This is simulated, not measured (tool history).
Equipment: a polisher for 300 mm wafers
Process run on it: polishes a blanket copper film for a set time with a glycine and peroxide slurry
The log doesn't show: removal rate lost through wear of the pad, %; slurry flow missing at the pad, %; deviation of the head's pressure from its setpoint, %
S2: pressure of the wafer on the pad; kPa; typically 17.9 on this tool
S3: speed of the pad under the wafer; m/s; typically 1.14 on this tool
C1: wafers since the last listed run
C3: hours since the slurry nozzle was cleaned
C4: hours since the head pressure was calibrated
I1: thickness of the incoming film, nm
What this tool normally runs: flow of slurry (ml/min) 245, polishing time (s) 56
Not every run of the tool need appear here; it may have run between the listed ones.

{"run": 1, "day": 0.0, "flow of slurry (ml/min)": 245, "S2": 17.9, "S3": 1.14, "polishing time (s)": 56, "C1": 0, "wafers polished on this pad": 1720, "C3": 190.3, "C4": 109.3, "I1": 920.4, "film removed (nm)": 388}
{"day": 2.438, "done": "worn pad replaced by a new one"}
{"run": 2, "day": 3.746, "flow of slurry (ml/min)": 245, "S2": 17.9, "S3": 1.14, "polishing time (s)": 56, "C1": 958, "wafers polished on this pad": 349, "C3": 280.2, "C4": 199.2, "I1": 919.8, "film removed (nm)": 384.7}
{"day": 5.321, "done": "slurry nozzle cleaned"}
{"run": 3, "day": 6.238, "flow of slurry (ml/min)": 245, "S2": 17.9, "S3": 1.14, "polishing time (s)": 56, "C1": 655, "wafers polished on this pad": 1005, "C3": 22, "C4": 259, "I1": 912.6, "film removed (nm)": 381.1}
{"run": 4, "day": 10.108, "flow of slurry (ml/min)": 290, "S2": 17.9, "S3": 1.14, "polishing time (s)": 56, "C1": 1036, "wafers polished on this pad": 2041, "C3": 114.9, "C4": 351.9, "I1": 917.7, "film removed (nm)": 393.8}
{"day": 10.492, "done": "worn pad replaced by a new one"}
{"run": 5, "day": 13.275, "flow of slurry (ml/min)": 245, "S2": 17.9, "S3": 1.14, "polishing time (s)": 56, "C1": 803, "wafers polished on this pad": 744, "C3": 190.9, "C4": 427.9, "I1": 916.2, "film removed (nm)": 388}
{"day": 14.167, "done": "head pressure recalibrated"}
{"run": 6, "day": 14.958, "flow of slurry (ml/min)": 245, "S2": 17.9, "S3": 1.14, "polishing time (s)": 56, "C1": 428, "wafers polished on this pad": 1172, "C3": 231.3, "C4": 19, "I1": 920.1, "film removed (nm)": 386.5}
{"day": 15.85, "done": "slurry nozzle cleaned"}
{"day": 18.158, "done": "worn pad replaced by a new one"}
{"run": 7, "day": 18.967, "flow of slurry (ml/min)": 245, "S2": 17.9, "S3": 1.14, "polishing time (s)": 56, "C1": 1017, "wafers polished on this pad": 216, "C3": 74.8, "C4": 115.2, "I1": 922.4, "film removed (nm)": 386}
{"run": 8, "day": 20.929, "flow of slurry (ml/min)": 295, "S2": 13.8, "S3": 0.94, "polishing time (s)": 67, "C1": 525, "wafers polished on this pad": 742, "C3": 121.9, "C4": 162.3, "I1": 934.4, "film removed (nm)": 351.7}
{"run": 9, "day": 23.983, "flow of slurry (ml/min)": 305, "S2": 17.9, "S3": 1.14, "polishing time (s)": 41, "C1": 817, "wafers polished on this pad": 1559, "C3": 195.2, "C4": 235.6, "I1": 908.6, "film removed (nm)": 292.1}
{"day": 25.046, "done": "worn pad replaced by a new one"}
{"run": 10, "day": 26.517, "flow of slurry (ml/min)": 245, "S2": 23.4, "S3": 1.14, "polishing time (s)": 56, "C1": 633, "wafers polished on this pad": 393, "C3": 256, "C4": 296.4, "I1": 927, "film removed (nm)": 468.2}
{"day": 28.617, "done": "slurry nozzle cleaned"}
{"run": 11, "day": 30.254, "flow of slurry (ml/min)": 205, "S2": 17.9, "S3": 1.14, "polishing time (s)": 56, "C1": 989, "wafers polished on this pad": 1382, "C3": 39.3, "C4": 386.1, "I1": 919.9, "film removed (nm)": 380.7}
{"day": 31.546, "done": "head pressure recalibrated"}
{"day": 33.554, "done": "worn pad replaced by a new one"}
{"run": 12, "day": 34.362, "flow of slurry (ml/min)": 245, "S2": 14.5, "S3": 0.82, "polishing time (s)": 42, "C1": 1032, "wafers polished on this pad": 215, "C3": 137.9, "C4": 67.6, "I1": 924.3, "film removed (nm)": 210.4}
{"run": 13, "day": 37.138, "flow of slurry (ml/min)": 245, "S2": 17.9, "S3": 1.3, "polishing time (s)": 56, "C1": 742, "wafers polished on this pad": 958, "C3": 204.5, "C4": 134.2, "I1": 918.8, "film removed (nm)": 406.5}
{"run": 14, "day": 39.662, "flow of slurry (ml/min)": 245, "S2": 17.9, "S3": 1.14, "polishing time (s)": 56, "C1": 675, "wafers polished on this pad": 1634, "C3": 265.1, "C4": 194.8, "I1": 914.4, "film removed (nm)": 376.7}

Branching from run 14: 5 alternative next runs. What would each branch give?
{"run": "A", "day": 39.679, "flow of slurry (ml/min)": 295, "S2": 17.9, "S3": 1.14, "polishing time (s)": 56, "C1": 4, "wafers polished on this pad": 1639, "C3": 265.5, "C4": 195.2, "I1": 926.8, "film removed (nm)": "?"}
{"run": "B", "day": 39.679, "flow of slurry (ml/min)": 165, "S2": 17.9, "S3": 1.14, "polishing time (s)": 46, "C1": 4, "wafers polished on this pad": 1639, "C3": 265.5, "C4": 195.2, "I1": 926.8, "film removed (nm)": "?"}
{"run": "C", "day": 39.679, "flow of slurry (ml/min)": 165, "S2": 17.9, "S3": 1.32, "polishing time (s)": 56, "C1": 4, "wafers polished on this pad": 1639, "C3": 265.5, "C4": 195.2, "I1": 926.8, "film removed (nm)": "?"}
{"run": "D", "day": 39.679, "flow of slurry (ml/min)": 245, "S2": 17.9, "S3": 0.98, "polishing time (s)": 63, "C1": 4, "wafers polished on this pad": 1639, "C3": 265.5, "C4": 195.2, "I1": 926.8, "film removed (nm)": "?"}
{"run": "E", "day": 39.679, "flow of slurry (ml/min)": 320, "S2": 17.9, "S3": 1.14, "polishing time (s)": 56, "C1": 4, "wafers polished on this pad": 1639, "C3": 265.5, "C4": 195.2, "I1": 926.8, "film removed (nm)": "?"}

run=A film_removed_(nm)=392.2
run=B film_removed_(nm)=303.7
run=C film_removed_(nm)=403.9
run=D film_removed_(nm)=398.3
run=E film_removed_(nm)=394.7
With no hidden state in the tool, these same runs would have given:
run=A film_removed_(nm)=392.2
run=B film_removed_(nm)=303.7
run=C film_removed_(nm)=403.9
run=D film_removed_(nm)=398.3
run=E film_removed_(nm)=394.7

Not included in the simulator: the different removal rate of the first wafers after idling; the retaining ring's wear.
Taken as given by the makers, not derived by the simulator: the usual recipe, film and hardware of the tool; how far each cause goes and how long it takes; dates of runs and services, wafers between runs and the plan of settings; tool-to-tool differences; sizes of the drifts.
